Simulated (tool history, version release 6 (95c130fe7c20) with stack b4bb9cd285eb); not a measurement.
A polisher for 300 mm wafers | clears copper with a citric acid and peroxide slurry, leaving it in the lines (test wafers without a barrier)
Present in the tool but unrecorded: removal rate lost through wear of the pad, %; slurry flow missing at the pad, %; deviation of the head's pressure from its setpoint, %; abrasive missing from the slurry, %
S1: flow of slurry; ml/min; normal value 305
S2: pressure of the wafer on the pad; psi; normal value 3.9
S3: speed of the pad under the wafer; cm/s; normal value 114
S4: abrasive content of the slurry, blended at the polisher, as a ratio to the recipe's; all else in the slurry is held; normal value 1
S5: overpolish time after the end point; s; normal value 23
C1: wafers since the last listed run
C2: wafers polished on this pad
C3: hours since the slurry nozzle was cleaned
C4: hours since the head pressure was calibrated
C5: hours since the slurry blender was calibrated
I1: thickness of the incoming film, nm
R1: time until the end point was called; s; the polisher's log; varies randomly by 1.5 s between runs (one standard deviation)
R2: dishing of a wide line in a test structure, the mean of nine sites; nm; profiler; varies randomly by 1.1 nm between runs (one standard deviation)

run	hour	S1	S2	S3	S4	S5	C1	C2	C3	C4	C5	I1	R1	R2
1	0	305	3.9	82	1	31	0	1014	510.4	828	128.6	275.5	109.2	63.3
# hour 5.2: slurry blender recalibrated
2	32.2	305	3.9	82	1	31	157	1172	542.6	860.2	27	271.4	94.7	64.1
# hour 50.7: worn pad replaced by a new one
3	51.2	305	3.9	82	1	31	78	2	561.6	879.2	46	274.7	100.1	61.4
4	62.4	305	3.9	114	1	23	58	61	572.8	890.4	57.2	275.4	87.5	58.1
5	77.8	305	3.9	114	1	23	80	141	588.2	905.8	72.6	271.8	88.1	57.9
6	93.3	305	3.9	114	1	23	80	222	603.7	921.3	88.1	273.1	87.9	56.5
7	101.5	305	3.9	114	1	23	42	264	611.9	929.5	96.3	279.8	86.5	55.7
# hour 105.1: slurry blender recalibrated
8	115	305	4.5	114	1	19	59	324	625.4	943	9.9	277	70.6	56.2
9	127.9	355	3.9	144	1	14	67	392	638.3	955.9	22.8	279.6	72.6	43.1
10	152.8	255	3.9	88	0.9	23	129	521	663.2	980.8	47.7	274.3	102.2	49.6
11	168.6	305	3.2	78	1	17	82	604	679	996.6	63.5	280.1	129.3	29.5
12	185.5	395	3.9	114	1	23	88	692	695.9	1013.5	80.4	276	85.5	55.8
# hour 205.2: slurry nozzle cleaned
13	212.6	365	3.9	114	1	16	135	828	7.4	1040.6	107.5	273.8	88.2	41.1
14	218.9	305	4.7	82	1	23	32	860	13.7	1046.9	113.8	275.2	90.3	57.2
15	226.5	305	4.6	114	1	36	39	900	21.3	1054.5	121.4	275.4	74.9	96
# hour 233.6: slurry blender recalibrated
16	234.1	305	3.5	94	1	23	29	929	28.9	1062.1	0.5	276	95.8	51.7
# hour 237.1: head pressure recalibrated
17	246.5	380	3	82	1	23	54	983	41.3	9.4	12.9	274.5	127.6	40.6
18	261.9	205	3.9	90	0.9	30	80	1064	56.7	24.8	28.3	269.3	94.3	64.4
19	275.6	305	3.3	114	1	23	71	1135	70.4	38.5	42	273.3	97.2	51
# hour 288.1: worn pad replaced by a new one
20	290.7	305	3.9	114	1	23	57	13	85.5	53.6	57.1	274.9	88.3	58.8
21	302.8	305	3.3	114	1	23	63	76	97.6	65.7	69.2	270.3	97.9	49.8
22	309.5	305	3.9	114	1	23	34	111	104.3	72.4	75.9	277.5	90	59.3
23	327.5	235	4.4	114	0.75	23	93	205	122.3	90.4	93.9	274.6	85.9	60.9
# hour 335.3: slurry blender recalibrated
24	336.7	305	3.9	114	1	23	37	242	131.5	99.6	1.4	274	79.1	60.1
25	346.2	205	2.9	132	1	12	49	292	141	109.1	10.9	279.1	101.2	26.9
26	359.8	395	3.9	114	1	17	70	363	154.6	122.7	24.5	272	81.9	45.6
27	369.8	265	3.5	114	1	23	52	415	164.6	132.7	34.5	277.8	93.6	51.2

Alternative continuations, all from the tool just after run 27; predict every row:
A	370.2	305	3.9	114	1	23	2	417	165	133.1	34.9	278.7	?	?
B	370.2	305	4.5	114	1	11	2	417	165	133.1	34.9	278.7	?	?
C	370.2	305	3.9	114	1.1	32	2	417	165	133.1	34.9	278.7	?	?
D	370.2	305	3.9	80	1.1	23	2	417	165	133.1	34.9	278.7	?	?
E	370.2	395	3.5	142	0.8	23	2	417	165	133.1	34.9	278.7	?	?

run	R1	R2
A	87	58.3
B	75.5	34.6
C	85.2	77.8
D	103.4	50.3
E	87.5	57.7
With no hidden state in the tool, these same runs would have given:
run	R1	R2
A	81.8	61.4
B	71.1	36.5
C	80.1	81.7
D	97.2	53.1
E	82.5	60.6
